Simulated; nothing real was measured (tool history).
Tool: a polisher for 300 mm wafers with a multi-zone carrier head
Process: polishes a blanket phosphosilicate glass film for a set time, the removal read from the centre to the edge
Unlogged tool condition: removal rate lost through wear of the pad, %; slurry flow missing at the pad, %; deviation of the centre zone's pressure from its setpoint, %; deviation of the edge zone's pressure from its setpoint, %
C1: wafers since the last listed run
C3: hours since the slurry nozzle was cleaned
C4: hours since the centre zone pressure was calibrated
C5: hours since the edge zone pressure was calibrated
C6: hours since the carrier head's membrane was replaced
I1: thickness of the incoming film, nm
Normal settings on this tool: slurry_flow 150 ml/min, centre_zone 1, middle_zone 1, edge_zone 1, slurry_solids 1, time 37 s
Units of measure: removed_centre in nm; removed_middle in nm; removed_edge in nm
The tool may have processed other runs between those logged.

run 1 hour=0 | slurry_flow=150 centre_zone=1 middle_zone=1 edge_zone=1 slurry_solids=1.2 time=37 | C1=0 wafers_polished_on_this_pad=3065 C3=603 C4=193.9 C5=826.5 C6=757.4 | I1=2971 | removed_centre=375.9 removed_middle=391.4 removed_edge=371.5
run 2 hour=28.7 | slurry_flow=150 centre_zone=1 middle_zone=1 edge_zone=1 slurry_solids=1.2 time=37 | C1=373 wafers_polished_on_this_pad=3439 C3=631.7 C4=222.6 C5=855.2 C6=786.1 | I1=2984.5 | removed_centre=376.5 removed_middle=380.1 removed_edge=376.9
-- hour=55.2 slurry nozzle cleaned
-- hour=64.6 carrier head's membrane replaced by a new one
run 3 hour=74.2 | slurry_flow=150 centre_zone=0.94 middle_zone=1 edge_zone=1 slurry_solids=1 time=37 | C1=514 wafers_polished_on_this_pad=3954 C3=19 C4=268.1 C5=900.7 C6=9.6 | I1=3040.5 | removed_centre=332.1 removed_middle=358 removed_edge=358.8
-- hour=93.4 worn pad replaced by a new one
run 4 hour=121.8 | slurry_flow=150 centre_zone=0.94 middle_zone=1 edge_zone=1 slurry_solids=1 time=37 | C1=567 wafers_polished_on_this_pad=369 C3=66.6 C4=315.7 C5=948.3 C6=57.2 | I1=2961 | removed_centre=328.5 removed_middle=366.3 removed_edge=350.1
run 5 hour=151.3 | slurry_flow=150 centre_zone=1 middle_zone=1 edge_zone=0.91 slurry_solids=0.8 time=37 | C1=384 wafers_polished_on_this_pad=753 C3=96.1 C4=345.2 C5=977.8 C6=86.7 | I1=2942.8 | removed_centre=323.4 removed_middle=334.6 removed_edge=301.5
run 6 hour=214.7 | slurry_flow=150 centre_zone=1 middle_zone=0.89 edge_zone=1 slurry_solids=1 time=31 | C1=825 wafers_polished_on_this_pad=1579 C3=159.5 C4=408.6 C5=1041.2 C6=150.1 | I1=2933.2 | removed_centre=295.5 removed_middle=273.9 removed_edge=296.7
-- hour=234.4 centre zone pressure recalibrated
run 7 hour=261.4 | slurry_flow=150 centre_zone=1 middle_zone=1 edge_zone=1 slurry_solids=1 time=37 | C1=582 wafers_polished_on_this_pad=2161 C3=206.2 C4=27 C5=1087.9 C6=196.8 | I1=2953 | removed_centre=353.1 removed_middle=359.8 removed_edge=344.5
run 8 hour=310.2 | slurry_flow=150 centre_zone=1.05 middle_zone=1 edge_zone=1 slurry_solids=1 time=28 | C1=635 wafers_polished_on_this_pad=2797 C3=255 C4=75.8 C5=1136.7 C6=245.6 | I1=2945.5 | removed_centre=280.6 removed_middle=272.1 removed_edge=264.3
run 9 hour=355.4 | slurry_flow=125 centre_zone=0.93 middle_zone=1 edge_zone=0.93 slurry_solids=0.75 time=37 | C1=588 wafers_polished_on_this_pad=3386 C3=300.2 C4=121 C5=1181.9 C6=290.8 | I1=2999.2 | removed_centre=286.9 removed_middle=315 removed_edge=302.2
run 10 hour=385.9 | slurry_flow=150 centre_zone=0.94 middle_zone=1 edge_zone=1 slurry_solids=1 time=37 | C1=397 wafers_polished_on_this_pad=3783 C3=330.7 C4=151.5 C5=1212.4 C6=321.3 | I1=2947.4 | removed_centre=329 removed_middle=356.1 removed_edge=344.4
-- hour=389.6 edge zone pressure recalibrated
-- hour=403 worn pad replaced by a new one
run 11 hour=427.2 | slurry_flow=100 centre_zone=0.97 middle_zone=1 edge_zone=1 slurry_solids=0.75 time=37 | C1=459 wafers_polished_on_this_pad=315 C3=372 C4=192.8 C5=37.6 C6=362.6 | I1=2971.1 | removed_centre=278.7 removed_middle=305.6 removed_edge=295.9
run 12 hour=462.3 | slurry_flow=150 centre_zone=1 middle_zone=0.89 edge_zone=1 slurry_solids=1 time=31 | C1=457 wafers_polished_on_this_pad=772 C3=407.1 C4=227.9 C5=72.7 C6=397.7 | I1=3005.6 | removed_centre=293.8 removed_middle=274.1 removed_edge=289.7
run 13 hour=502.8 | slurry_flow=170 centre_zone=1.06 middle_zone=1 edge_zone=1 slurry_solids=1.15 time=37 | C1=527 wafers_polished_on_this_pad=1300 C3=447.6 C4=268.4 C5=113.2 C6=438.2 | I1=2972.9 | removed_centre=402.9 removed_middle=390 removed_edge=382
run 14 hour=546.5 | slurry_flow=150 centre_zone=1 middle_zone=1.1 edge_zone=1 slurry_solids=1 time=37 | C1=569 wafers_polished_on_this_pad=1869 C3=491.3 C4=312.1 C5=156.9 C6=481.9 | I1=3018.4 | removed_centre=353.7 removed_middle=395.5 removed_edge=349.1
run 15 hour=599.8 | slurry_flow=110 centre_zone=0.94 middle_zone=0.95 edge_zone=1 slurry_solids=1 time=37 | C1=694 wafers_polished_on_this_pad=2563 C3=544.6 C4=365.4 C5=210.2 C6=535.2 | I1=2979.1 | removed_centre=314.2 removed_middle=329.8 removed_edge=335.2
-- hour=625.9 centre zone pressure recalibrated
run 16 hour=670.6 | slurry_flow=150 centre_zone=1 middle_zone=1 edge_zone=0.91 slurry_solids=1 time=42 | C1=896 wafers_polished_on_this_pad=3460 C3=615.4 C4=44.7 C5=281 C6=606 | I1=2972.6 | removed_centre=398.2 removed_middle=411.8 removed_edge=375
-- hour=684 carrier head's membrane replaced by a new one
-- hour=718.8 slurry nozzle cleaned
-- hour=726.8 worn pad replaced by a new one
run 17 hour=824.8 | slurry_flow=150 centre_zone=1.1 middle_zone=0.95 edge_zone=1 slurry_solids=1 time=37 | C1=1878 wafers_polished_on_this_pad=1276 C3=106 C4=198.9 C5=435.2 C6=140.8 | I1=3009.2 | removed_centre=386.2 removed_middle=343.1 removed_edge=345.5
run 18 hour=888.4 | slurry_flow=195 centre_zone=1 middle_zone=1 edge_zone=0.92 slurry_solids=1 time=37 | C1=828 wafers_polished_on_this_pad=2105 C3=169.6 C4=262.5 C5=498.8 C6=204.4 | I1=3028.1 | removed_centre=367.4 removed_middle=373.9 removed_edge=346.6
run 19 hour=956.8 | slurry_flow=150 centre_zone=1 middle_zone=1 edge_zone=1 slurry_solids=1 time=37 | C1=891 wafers_polished_on_this_pad=2996 C3=238 C4=330.9 C5=567.2 C6=272.8 | I1=3006.3 | removed_centre=354.8 removed_middle=364.8 removed_edge=352.3
-- hour=998 centre zone pressure recalibrated
run 20 hour=1016.2 | slurry_flow=105 centre_zone=1 middle_zone=1 edge_zone=1 slurry_solids=1 time=37 | C1=747 wafers_polished_on_this_pad=3743 C3=297.4 C4=18.2 C5=626.6 C6=332.2 | I1=2943.5 | removed_centre=325.5 removed_middle=339.7 removed_edge=334.1
run 21 hour=1085.2 | slurry_flow=150 centre_zone=0.92 middle_zone=1 edge_zone=1 slurry_solids=1 time=37 | C1=898 wafers_polished_on_this_pad=4642 C3=366.4 C4=87.2 C5=695.6 C6=401.2 | I1=2975 | removed_centre=325 removed_middle=364.1 removed_edge=352.3

Each row is a separate what-if for the run after 21, all from the same tool condition, not one after another. Results?
run A hour=1085.6 | slurry_flow=150 centre_zone=1 middle_zone=1 edge_zone=1 slurry_solids=1 time=37 | C1=5 wafers_polished_on_this_pad=4647 C3=366.8 C4=87.6 C5=696 C6=401.6 | I1=2961 | removed_centre=? removed_middle=? removed_edge=?
run B hour=1085.6 | slurry_flow=105 centre_zone=1 middle_zone=1 edge_zone=0.94 slurry_solids=1 time=30 | C1=5 wafers_polished_on_this_pad=4647 C3=366.8 C4=87.6 C5=696 C6=401.6 | I1=2961 | removed_centre=? removed_middle=? removed_edge=?
run C hour=1085.6 | slurry_flow=150 centre_zone=1 middle_zone=1 edge_zone=0.94 slurry_solids=0.7 time=37 | C1=5 wafers_polished_on_this_pad=4647 C3=366.8 C4=87.6 C5=696 C6=401.6 | I1=2961 | removed_centre=? removed_middle=? removed_edge=?
run D hour=1085.6 | slurry_flow=105 centre_zone=1 middle_zone=1 edge_zone=1 slurry_solids=1 time=25 | C1=5 wafers_polished_on_this_pad=4647 C3=366.8 C4=87.6 C5=696 C6=401.6 | I1=2961 | removed_centre=? removed_middle=? removed_edge=?

run=A removed_centre=348.9 removed_middle=364.7 removed_edge=348.2
run=B removed_centre=262.8 removed_middle=277.1 removed_edge=261.9
run=C removed_centre=307 removed_middle=321 removed_edge=297.5
run=D removed_centre=219 removed_middle=230.9 removed_edge=224.7
Had the tool no hidden state, the same runs would have come out as:
run=A removed_centre=348.9 removed_middle=364.7 removed_edge=348.2
run=B removed_centre=262.8 removed_middle=277.1 removed_edge=261.9
run=C removed_centre=307 removed_middle=321 removed_edge=297.5
run=D removed_centre=219 removed_middle=230.9 removed_edge=224.7

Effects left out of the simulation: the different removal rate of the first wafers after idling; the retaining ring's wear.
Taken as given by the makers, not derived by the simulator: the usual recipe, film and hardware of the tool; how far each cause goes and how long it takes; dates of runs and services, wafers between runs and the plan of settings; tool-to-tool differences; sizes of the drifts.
